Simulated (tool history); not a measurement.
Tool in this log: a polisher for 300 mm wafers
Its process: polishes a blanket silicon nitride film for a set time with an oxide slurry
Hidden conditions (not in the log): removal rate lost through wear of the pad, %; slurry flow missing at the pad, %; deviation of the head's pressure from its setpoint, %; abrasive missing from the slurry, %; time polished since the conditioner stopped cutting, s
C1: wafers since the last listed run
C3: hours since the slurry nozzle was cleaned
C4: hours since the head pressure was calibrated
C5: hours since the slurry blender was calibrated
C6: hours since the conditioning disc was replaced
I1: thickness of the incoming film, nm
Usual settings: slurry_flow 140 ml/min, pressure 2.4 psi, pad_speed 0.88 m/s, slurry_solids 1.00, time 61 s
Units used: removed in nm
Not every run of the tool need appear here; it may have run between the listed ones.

Run 1, hour 0.0: usual settings; C1 0; wafers polished on this pad 2949; C3 523.9; C4 883.6; C5 137.7; C6 571.6; I1 318.6. Result: removed 24.1 nm.
At hour 15.7: worn pad replaced by a new one.
Run 2, hour 17.1: usual settings; C1 181; wafers polished on this pad 19; C3 541.0; C4 900.7; C5 154.8; C6 588.7; I1 314.0. Result: removed 23.8 nm.
At hour 18.5: slurry nozzle cleaned.
Run 3, hour 44.7: usual settings but time 77 s; C1 368; wafers polished on this pad 387; C3 26.2; C4 928.3; C5 182.4; C6 616.3; I1 318.0. Result: removed 30.1 nm.
At hour 49.8: slurry blender recalibrated.
At hour 57.9: conditioning disc replaced and pad reconditioned.
Run 4, hour 80.1: usual settings but time 77 s; C1 434; wafers polished on this pad 822; C3 61.6; C4 963.7; C5 30.3; C6 22.2; I1 313.6. Result: removed 32.2 nm.
Run 5, hour 106.5: usual settings but pad_speed 1.12 m/s; C1 365; wafers polished on this pad 1188; C3 88.0; C4 990.1; C5 56.7; C6 48.6; I1 324.4. Result: removed 29.6 nm.
Run 6, hour 135.2: usual settings but slurry_flow 170 ml/min, pressure 1.6 psi, pad_speed 0.62 m/s, slurry_solids 1.25; C1 397; wafers polished on this pad 1585; C3 116.7; C4 1018.8; C5 85.4; C6 77.3; I1 324.0. Result: removed 15.3 nm.
At hour 199.8: worn pad replaced by a new one.
Run 7, hour 200.3: usual settings but slurry_flow 110 ml/min, pad_speed 1.00 m/s, time 44 s; C1 846; wafers polished on this pad 7; C3 181.8; C4 1083.9; C5 150.5; C6 142.4; I1 320.7. Result: removed 18.0 nm.
At hour 230.7: slurry blender recalibrated.
Run 8, hour 232.7: usual settings but slurry_flow 115 ml/min; C1 421; wafers polished on this pad 428; C3 214.2; C4 1116.3; C5 2.0; C6 174.8; I1 324.9. Result: removed 25.4 nm.
Run 9, hour 258.0: usual settings but slurry_flow 160 ml/min, pressure 2.9 psi, pad_speed 0.74 m/s, time 73 s; C1 350; wafers polished on this pad 778; C3 239.5; C4 1141.6; C5 27.3; C6 200.1; I1 322.4. Result: removed 34.4 nm.
Run 10, hour 287.6: usual settings; C1 409; wafers polished on this pad 1188; C3 269.1; C4 1171.2; C5 56.9; C6 229.7; I1 322.3. Result: removed 25.0 nm.
Run 11, hour 299.9: usual settings; C1 170; wafers polished on this pad 1358; C3 281.4; C4 1183.5; C5 69.2; C6 242.0; I1 319.3. Result: removed 25.0 nm.
Run 12, hour 325.3: usual settings but slurry_flow 120 ml/min, pad_speed 1.14 m/s, slurry_solids 0.75, time 75 s; C1 351; wafers polished on this pad 1710; C3 306.8; C4 1208.9; C5 94.6; C6 267.4; I1 325.1. Result: removed 28.6 nm.
Run 13, hour 355.9: usual settings but pressure 1.7 psi, time 52 s; C1 423; wafers polished on this pad 2134; C3 337.4; C4 1239.5; C5 125.2; C6 298.0; I1 316.0. Result: removed 14.8 nm.
Run 14, hour 372.5: usual settings; C1 229; wafers polished on this pad 2364; C3 354.0; C4 1256.1; C5 141.8; C6 314.6; I1 315.6. Result: removed 24.6 nm.
At hour 392.5: worn pad replaced by a new one.
Run 15, hour 393.0: usual settings; C1 228; wafers polished on this pad 6; C3 374.5; C4 1276.6; C5 162.3; C6 335.1; I1 317.5. Result: removed 24.3 nm.
At hour 414.8: slurry blender recalibrated.
Run 16, hour 418.3: usual settings but pressure 3.1 psi; C1 322; wafers polished on this pad 329; C3 399.8; C4 1301.9; C5 3.5; C6 360.4; I1 320.2. Result: removed 34.4 nm.
Run 17, hour 442.6: usual settings but slurry_solids 1.15, time 81 s; C1 336; wafers polished on this pad 665; C3 424.1; C4 1326.2; C5 27.8; C6 384.7; I1 325.0. Result: removed 36.6 nm.
Run 18, hour 476.7: usual settings but pressure 2.7 psi, pad_speed 0.76 m/s; C1 472; wafers polished on this pad 1138; C3 458.2; C4 1360.3; C5 61.9; C6 418.8; I1 313.7. Result: removed 25.6 nm.
At hour 481.7: head pressure recalibrated.
Run 19, hour 511.2: usual settings but slurry_flow 110 ml/min, slurry_solids 0.85; C1 450; wafers polished on this pad 1588; C3 492.7; C4 29.5; C5 96.4; C6 453.3; I1 317.8. Result: removed 20.7 nm.
Run 20, hour 541.4: usual settings but pressure 1.7 psi, time 52 s; C1 418; wafers polished on this pad 2006; C3 522.9; C4 59.7; C5 126.6; C6 483.5; I1 321.5. Result: removed 14.8 nm.
Run 21, hour 567.8: usual settings but pad_speed 0.70 m/s; C1 365; wafers polished on this pad 2372; C3 549.3; C4 86.1; C5 153.0; C6 509.9; I1 316.5. Result: removed 20.9 nm.
At hour 587.6: slurry nozzle cleaned.
At hour 590.1: worn pad replaced by a new one.
Run 22, hour 596.9: usual settings; C1 353; wafers polished on this pad 93; C3 9.3; C4 115.2; C5 182.1; C6 539.0; I1 321.4. Result: removed 24.4 nm.
At hour 617.1: slurry blender recalibrated.
Run 23, hour 624.5: usual settings but slurry_solids 1.25, time 78 s; C1 354; wafers polished on this pad 448; C3 36.9; C4 142.8; C5 7.4; C6 566.6; I1 317.4. Result: removed 38.2 nm.
At hour 670.4: conditioning disc replaced and pad reconditioned.
Run 24, hour 716.0: usual settings; C1 1239; wafers polished on this pad 1687; C3 128.4; C4 234.3; C5 98.9; C6 45.6; I1 317.9. Result: removed 24.2 nm.

For each entry between runs, how does the tool's hidden state at the last listed run before it compare with that at the first listed run after it?
After run 1, before run 2: worn pad replaced by a new one (hour 15.7)
  abrasive missing from the slurry, %: 15.7 -> 16.2
  measured result minus the result with no hidden state, removed: -2.8 -> -2.8 nm
After run 2, before run 3: slurry nozzle cleaned (hour 18.5)
  abrasive missing from the slurry, %: 16.2 -> 16.8
  measured result minus the result with no hidden state, removed: -2.8 -> -3.8 nm
After run 3, before run 4: slurry blender recalibrated (hour 49.8); conditioning disc replaced and pad reconditioned (hour 57.9)
  abrasive missing from the slurry, %: 16.8 -> 6.89
  measured result minus the result with no hidden state, removed: -3.8 -> -1.4 nm
After run 6, before run 7: worn pad replaced by a new one (hour 199.8)
  abrasive missing from the slurry, %: 12.8 -> 15.8
  measured result minus the result with no hidden state, removed: -1.2 -> -2.1 nm
After run 7, before run 8: slurry blender recalibrated (hour 230.7)
  abrasive missing from the slurry, %: 15.8 -> 0.627
  measured result minus the result with no hidden state, removed: -2.1 -> -0.1 nm
After run 14, before run 15: worn pad replaced by a new one (hour 392.5)
  abrasive missing from the slurry, %: 14.6 -> 15.2
  measured result minus the result with no hidden state, removed: -2.6 -> -2.6 nm
After run 15, before run 16: slurry blender recalibrated (hour 414.8)
  abrasive missing from the slurry, %: 15.2 -> 0.856
  measured result minus the result with no hidden state, removed: -2.6 -> -0.1 nm
After run 18, before run 19: head pressure recalibrated (hour 481.7)
  abrasive missing from the slurry, %: 9.8 -> 12.5
  measured result minus the result with no hidden state, removed: -1.7 -> -2.0 nm
After run 21, before run 22: slurry nozzle cleaned (hour 587.6); worn pad replaced by a new one (hour 590.1)
  abrasive missing from the slurry, %: 14.8 -> 15.5
  measured result minus the result with no hidden state, removed: -2.3 -> -2.8 nm
After run 22, before run 23: slurry blender recalibrated (hour 617.1)
  abrasive missing from the slurry, %: 15.5 -> 2.37
  measured result minus the result with no hidden state, removed: -2.8 -> -0.5 nm
After run 23, before run 24: conditioning disc replaced and pad reconditioned (hour 670.4)
  abrasive missing from the slurry, %: 2.37 -> 13.3
  measured result minus the result with no hidden state, removed: -0.5 -> -2.3 nm

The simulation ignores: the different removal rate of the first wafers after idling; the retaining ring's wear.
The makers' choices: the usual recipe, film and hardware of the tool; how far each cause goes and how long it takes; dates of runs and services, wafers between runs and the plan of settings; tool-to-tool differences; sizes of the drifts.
